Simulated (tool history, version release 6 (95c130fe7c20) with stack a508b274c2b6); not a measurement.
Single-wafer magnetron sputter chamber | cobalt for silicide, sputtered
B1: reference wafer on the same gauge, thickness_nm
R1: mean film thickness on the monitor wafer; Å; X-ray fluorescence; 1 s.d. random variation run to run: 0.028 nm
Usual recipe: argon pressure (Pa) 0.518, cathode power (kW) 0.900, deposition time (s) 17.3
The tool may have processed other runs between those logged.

{"run": 1, "hour": 0.0, "argon pressure (Pa)": 0.518, "cathode power (kW)": 1.05, "deposition time (s)": 14.6, "B1": 8.894, "R1": 66.62}
{"run": 2, "hour": 17.3, "argon pressure (Pa)": 0.518, "cathode power (kW)": 0.9, "deposition time (s)": 17.3, "B1": 8.89, "R1": 70.0}
{"hour": 22.9, "done": "gauge calibrated"}
{"run": 3, "hour": 43.9, "argon pressure (Pa)": 0.518, "cathode power (kW)": 0.9, "deposition time (s)": 17.3, "B1": 8.886, "R1": 70.14}
{"run": 4, "hour": 64.2, "argon pressure (Pa)": 0.563, "cathode power (kW)": 0.9, "deposition time (s)": 17.3, "B1": 8.894, "R1": 68.27}
{"run": 5, "hour": 81.9, "argon pressure (Pa)": 0.518, "cathode power (kW)": 0.9, "deposition time (s)": 17.3, "B1": 8.897, "R1": 69.06}
{"run": 6, "hour": 105.0, "argon pressure (Pa)": 0.518, "cathode power (kW)": 0.9, "deposition time (s)": 17.3, "B1": 8.887, "R1": 69.05}
{"run": 7, "hour": 142.8, "argon pressure (Pa)": 0.518, "cathode power (kW)": 0.9, "deposition time (s)": 17.3, "B1": 8.908, "R1": 68.42}
{"run": 8, "hour": 163.6, "argon pressure (Pa)": 0.518, "cathode power (kW)": 0.9, "deposition time (s)": 17.3, "B1": 8.896, "R1": 67.91}
{"hour": 173.6, "done": "sputter target and shields replaced, repeated, since the last time left the tool worse"}
{"run": 9, "hour": 189.6, "argon pressure (Pa)": 0.518, "cathode power (kW)": 0.9, "deposition time (s)": 15.6, "B1": 8.894, "R1": 66.88}
{"run": 10, "hour": 208.0, "argon pressure (Pa)": 0.518, "cathode power (kW)": 0.9, "deposition time (s)": 15.6, "B1": 8.878, "R1": 66.38}
{"run": 11, "hour": 229.1, "argon pressure (Pa)": 0.518, "cathode power (kW)": 0.9, "deposition time (s)": 17.3, "B1": 8.887, "R1": 73.74}
{"run": 12, "hour": 261.1, "argon pressure (Pa)": 0.317, "cathode power (kW)": 0.75, "deposition time (s)": 20.3, "B1": 8.882, "R1": 82.57}
{"run": 13, "hour": 287.3, "argon pressure (Pa)": 0.518, "cathode power (kW)": 0.75, "deposition time (s)": 16.2, "B1": 8.889, "R1": 59.81}
{"run": 14, "hour": 316.6, "argon pressure (Pa)": 0.424, "cathode power (kW)": 1.05, "deposition time (s)": 18.6, "B1": 8.891, "R1": 93.31}
{"run": 15, "hour": 339.0, "argon pressure (Pa)": 0.33, "cathode power (kW)": 1.0, "deposition time (s)": 17.3, "B1": 8.883, "R1": 87.26}
{"run": 16, "hour": 373.4, "argon pressure (Pa)": 0.518, "cathode power (kW)": 0.8, "deposition time (s)": 19.0, "B1": 8.894, "R1": 72.51}
{"run": 17, "hour": 406.6, "argon pressure (Pa)": 0.518, "cathode power (kW)": 1.1, "deposition time (s)": 15.7, "B1": 8.9, "R1": 76.56}
{"hour": 430.1, "done": "sputter target and shields replaced"}
{"run": 18, "hour": 441.3, "argon pressure (Pa)": 0.429, "cathode power (kW)": 0.7, "deposition time (s)": 15.9, "B1": 8.897, "R1": 58.59}
{"run": 19, "hour": 459.6, "argon pressure (Pa)": 0.518, "cathode power (kW)": 0.9, "deposition time (s)": 15.6, "B1": 8.896, "R1": 67.02}
{"run": 20, "hour": 475.7, "argon pressure (Pa)": 0.333, "cathode power (kW)": 1.1, "deposition time (s)": 14.1, "B1": 8.892, "R1": 78.15}
{"run": 21, "hour": 498.1, "argon pressure (Pa)": 0.518, "cathode power (kW)": 0.9, "deposition time (s)": 16.2, "B1": 8.885, "R1": 69.57}
{"run": 22, "hour": 523.6, "argon pressure (Pa)": 0.518, "cathode power (kW)": 0.9, "deposition time (s)": 17.3, "B1": 8.893, "R1": 74.01}
{"hour": 552.2, "done": "magnet pack replaced"}
{"run": 23, "hour": 552.7, "argon pressure (Pa)": 0.408, "cathode power (kW)": 0.9, "deposition time (s)": 17.3, "B1": 8.898, "R1": 77.43}
{"hour": 565.7, "done": "capacitance manometer re-zeroed and calibrated"}
{"run": 24, "hour": 573.8, "argon pressure (Pa)": 0.518, "cathode power (kW)": 0.9, "deposition time (s)": 17.3, "B1": 8.893, "R1": 73.32}
{"run": 25, "hour": 609.3, "argon pressure (Pa)": 0.518, "cathode power (kW)": 0.9, "deposition time (s)": 17.3, "B1": 8.883, "R1": 73.22}
{"run": 26, "hour": 636.3, "argon pressure (Pa)": 0.518, "cathode power (kW)": 0.9, "deposition time (s)": 17.3, "B1": 8.888, "R1": 72.25}
{"hour": 644.5, "done": "sputter target and shields replaced"}
{"run": 27, "hour": 655.1, "argon pressure (Pa)": 0.518, "cathode power (kW)": 0.85, "deposition time (s)": 17.3, "B1": 8.882, "R1": 70.45}
{"run": 28, "hour": 681.3, "argon pressure (Pa)": 0.518, "cathode power (kW)": 0.9, "deposition time (s)": 17.3, "B1": 8.897, "R1": 74.17}
{"run": 29, "hour": 715.8, "argon pressure (Pa)": 0.518, "cathode power (kW)": 0.75, "deposition time (s)": 16.1, "B1": 8.874, "R1": 59.19}
{"run": 30, "hour": 729.1, "argon pressure (Pa)": 0.518, "cathode power (kW)": 0.75, "deposition time (s)": 17.3, "B1": 8.878, "R1": 63.42}
{"run": 31, "hour": 754.5, "argon pressure (Pa)": 0.518, "cathode power (kW)": 0.9, "deposition time (s)": 17.3, "B1": 8.89, "R1": 73.82}

Predict the results of run 32:
{"run": 32, "hour": 776.9, "argon pressure (Pa)": 0.593, "cathode power (kW)": 0.7, "deposition time (s)": 14.4, "B1": "?", "R1": "?"}

B1: 8.896
R1: 48.37 Å
Take away the tool's hidden state, keep the run-to-run variation as it was, and the same run would have given R1 49.14 Å.
